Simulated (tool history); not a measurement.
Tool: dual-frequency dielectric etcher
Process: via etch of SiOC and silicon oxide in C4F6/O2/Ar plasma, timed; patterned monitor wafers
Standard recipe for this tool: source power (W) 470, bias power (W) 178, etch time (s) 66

run,day,source power (W),bias power (W),etch time (s),wafers since the last listed run,hours since the last wet clean,hours since the last source power generator calibration,hours since the last bias power generator calibration,hours since the last upper electrode change,hours since the gauge calibration,"read-back reference wafer on the same gauge, depth_nm",mean etch depth across the wafer (angstrom)
1,0,470,178,66,0,316.3,3853.9,1708.5,3241.5,997.3,92.9,807
2,0.796,470,148,66,207,335.4,3873,1727.6,3260.6,1016.4,93,762
3,1.383,470,148,66,153,349.5,3887.1,1741.7,3274.7,1030.5,92.8,770
4,2.6,470,200,66,317,378.7,3916.3,1770.9,3303.9,1059.7,93.1,828
# day 4.088: wet clean of the chamber
# day 4.367: source power generator calibrated
5,5.554,470,200,66,466,35.2,28.5,1841.8,3374.8,1130.6,92.9,832
6,6.483,470,178,66,242,57.5,50.8,1864.1,3397.1,1152.9,93.1,802
7,7.438,470,178,66,248,80.4,73.7,1887,3420,1175.8,93,810
8,8.183,470,178,66,194,98.3,91.6,1904.9,3437.9,1193.7,92.6,799
9,8.946,470,162,66,198,116.6,109.9,1923.2,3456.2,1212,92.9,780
10,9.962,470,162,66,265,141,134.3,1947.6,3480.6,1236.4,93,775
# day 10.125: gauge calibrated
11,10.879,470,178,66,239,163,156.3,1969.6,3502.6,18.1,97.1,838
12,11.983,470,178,66,287,189.5,182.8,1996.1,3529.1,44.6,96.7,836
13,13.238,410,178,80.5,327,219.6,212.9,2026.2,3559.2,74.7,96.5,976
14,15.104,470,178,66,486,264.4,257.7,2071,3604,119.5,96.1,839

The next listed run, before its measurement:
15,16.542,520,141,81.5,374,298.9,292.2,2105.5,3638.5,154,?,?

read-back reference wafer on the same gauge, depth_nm: 95.5
mean etch depth across the wafer (angstrom): 979
Were there no unlogged condition in the tool, this run, its random variation unchanged, would have produced mean etch depth across the wafer (angstrom) 993.
